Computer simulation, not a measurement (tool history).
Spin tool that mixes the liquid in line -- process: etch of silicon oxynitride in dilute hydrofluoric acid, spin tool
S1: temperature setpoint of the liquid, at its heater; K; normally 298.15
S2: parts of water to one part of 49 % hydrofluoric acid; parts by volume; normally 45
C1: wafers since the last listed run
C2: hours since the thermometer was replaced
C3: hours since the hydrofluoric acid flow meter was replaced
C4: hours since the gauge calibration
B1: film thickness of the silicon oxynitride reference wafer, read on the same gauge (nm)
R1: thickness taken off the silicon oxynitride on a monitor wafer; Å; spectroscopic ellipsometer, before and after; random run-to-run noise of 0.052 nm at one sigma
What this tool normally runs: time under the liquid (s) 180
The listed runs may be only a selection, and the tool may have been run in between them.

run 1 hour=0 | S1=298.15 S2=45 time_under_the_liquid_(s)=180 | C1=0 C2=39.1 C3=1057 C4=604.6 | B1=30.02 | R1=74.1
run 2 hour=12.8 | S1=298.15 S2=45 time_under_the_liquid_(s)=180 | C1=112 C2=51.9 C3=1069.8 C4=617.4 | B1=30 | R1=73.9
run 3 hour=26.1 | S1=298.15 S2=45 time_under_the_liquid_(s)=180 | C1=117 C2=65.2 C3=1083.1 C4=630.7 | B1=30.02 | R1=74.6
run 4 hour=41.3 | S1=298.15 S2=45 time_under_the_liquid_(s)=180 | C1=133 C2=80.4 C3=1098.3 C4=645.9 | B1=30.01 | R1=74.2
run 5 hour=58.4 | S1=298.15 S2=45 time_under_the_liquid_(s)=230 | C1=150 C2=97.5 C3=1115.4 C4=663 | B1=29.97 | R1=93.1
-- hour=61.8 hydrofluoric acid flow meter replaced
run 6 hour=66.1 | S1=298.15 S2=45 time_under_the_liquid_(s)=230 | C1=58 C2=105.2 C3=4.3 C4=670.7 | B1=30 | R1=92.9
run 7 hour=76.8 | S1=298.15 S2=45 time_under_the_liquid_(s)=230 | C1=94 C2=115.9 C3=15 C4=681.4 | B1=30.01 | R1=94
run 8 hour=84.6 | S1=298.15 S2=55 time_under_the_liquid_(s)=180 | C1=68 C2=123.7 C3=22.8 C4=689.2 | B1=29.99 | R1=59.3
run 9 hour=100.8 | S1=298.15 S2=55 time_under_the_liquid_(s)=180 | C1=142 C2=139.9 C3=39 C4=705.4 | B1=30.03 | R1=59.6
run 10 hour=117.4 | S1=298.15 S2=40 time_under_the_liquid_(s)=180 | C1=146 C2=156.5 C3=55.6 C4=722 | B1=30.03 | R1=83.2
run 11 hour=125.3 | S1=298.15 S2=45 time_under_the_liquid_(s)=180 | C1=69 C2=164.4 C3=63.5 C4=729.9 | B1=29.98 | R1=72.4
run 12 hour=143 | S1=298.15 S2=30 time_under_the_liquid_(s)=270 | C1=155 C2=182.1 C3=81.2 C4=747.6 | B1=29.99 | R1=165.3
run 13 hour=157.8 | S1=294.15 S2=45 time_under_the_liquid_(s)=180 | C1=130 C2=196.9 C3=96 C4=762.4 | B1=30.04 | R1=60
run 14 hour=173.3 | S1=296.15 S2=60 time_under_the_liquid_(s)=180 | C1=136 C2=212.4 C3=111.5 C4=777.9 | B1=29.98 | R1=48.7
run 15 hour=190.5 | S1=298.15 S2=45 time_under_the_liquid_(s)=75 | C1=151 C2=229.6 C3=128.7 C4=795.1 | B1=30.02 | R1=30
run 16 hour=204 | S1=298.15 S2=45 time_under_the_liquid_(s)=180 | C1=118 C2=243.1 C3=142.2 C4=808.6 | B1=30.01 | R1=73.4
-- hour=220.6 gauge calibrated
run 17 hour=225.7 | S1=293.65 S2=65 time_under_the_liquid_(s)=180 | C1=190 C2=264.8 C3=163.9 C4=5.1 | B1=29.99 | R1=39.9
run 18 hour=235 | S1=298.15 S2=45 time_under_the_liquid_(s)=180 | C1=81 C2=274.1 C3=173.2 C4=14.4 | B1=30.01 | R1=70.8

The next listed run, before its measurement:
run 19 hour=248 | S1=298.15 S2=45 time_under_the_liquid_(s)=180 | C1=114 C2=287.1 C3=186.2 C4=27.4 | B1=? | R1=?

{"run 19": {"B1": 30, "R1": 71.7}}
With the hidden condition absent and the run-to-run variation left alone, this run would have shown R1 74 Å.
